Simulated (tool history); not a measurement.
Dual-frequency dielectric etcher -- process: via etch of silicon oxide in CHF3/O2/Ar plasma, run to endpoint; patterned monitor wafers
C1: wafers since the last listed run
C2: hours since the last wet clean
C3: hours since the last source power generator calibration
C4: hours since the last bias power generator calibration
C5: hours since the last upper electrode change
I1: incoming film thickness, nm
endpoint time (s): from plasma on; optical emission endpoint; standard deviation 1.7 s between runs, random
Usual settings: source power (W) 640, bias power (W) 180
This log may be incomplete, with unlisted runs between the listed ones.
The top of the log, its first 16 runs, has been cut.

Run 17, hour 490.7: usual settings but source power (W) 740, bias power (W) 143; C1 69; C2 168.9; C3 250; C4 210.9; C5 26.7; I1 402.2. Result: endpoint time (s) 210.6.
At hour 541.9: wet clean of the chamber, repeated, since the last time left the tool worse.
Run 18, hour 542.4: usual settings; C1 86; C2 0.5; C3 301.7; C4 262.6; C5 78.4; I1 397.5. Result: endpoint time (s) 195.1.
Run 19, hour 612.7: usual settings but bias power (W) 204; C1 218; C2 70.8; C3 372; C4 332.9; C5 148.7; I1 407.7. Result: endpoint time (s) 191.1.
Run 20, hour 637.4: usual settings but source power (W) 800, bias power (W) 165; C1 76; C2 95.5; C3 396.7; C4 357.6; C5 173.4; I1 402.7. Result: endpoint time (s) 184.7.
Run 21, hour 665.2: usual settings; C1 86; C2 123.3; C3 424.5; C4 385.4; C5 201.2; I1 400. Result: endpoint time (s) 197.
Run 22, hour 692.6: usual settings but source power (W) 540, bias power (W) 145; C1 85; C2 150.7; C3 451.9; C4 412.8; C5 228.6; I1 404.3. Result: endpoint time (s) 226.4.
Run 23, hour 712.7: usual settings; C1 62; C2 170.8; C3 472; C4 432.9; C5 248.7; I1 407.5. Result: endpoint time (s) 202.8.
Run 24, hour 728.9: usual settings but bias power (W) 201; C1 50; C2 187; C3 488.2; C4 449.1; C5 264.9; I1 404.8. Result: endpoint time (s) 192.
Run 25, hour 749.6: usual settings but source power (W) 730; C1 64; C2 207.7; C3 508.9; C4 469.8; C5 285.6; I1 401.8. Result: endpoint time (s) 184.5.
Run 26, hour 785: usual settings; C1 110; C2 243.1; C3 544.3; C4 505.2; C5 321; I1 401.3. Result: endpoint time (s) 195.5.
Run 27, hour 816.4: usual settings but source power (W) 720, bias power (W) 143; C1 97; C2 274.5; C3 575.7; C4 536.6; C5 352.4; I1 400.9. Result: endpoint time (s) 205.3.
Run 28, hour 845.3: usual settings but source power (W) 750, bias power (W) 147; C1 89; C2 303.4; C3 604.6; C4 565.5; C5 381.3; I1 401.7. Result: endpoint time (s) 198.9.

The next listed run, before its measurement:
Run 29, hour 877.1: usual settings but source power (W) 770, bias power (W) 142; C1 98; C2 335.2; C3 636.4; C4 597.3; C5 413.1; I1 403.2. Result: endpoint time (s) ?.

endpoint time (s): 200.8
On a tool with no hidden condition, and with the same random variation, this run would have come out at endpoint time (s) 196.1.

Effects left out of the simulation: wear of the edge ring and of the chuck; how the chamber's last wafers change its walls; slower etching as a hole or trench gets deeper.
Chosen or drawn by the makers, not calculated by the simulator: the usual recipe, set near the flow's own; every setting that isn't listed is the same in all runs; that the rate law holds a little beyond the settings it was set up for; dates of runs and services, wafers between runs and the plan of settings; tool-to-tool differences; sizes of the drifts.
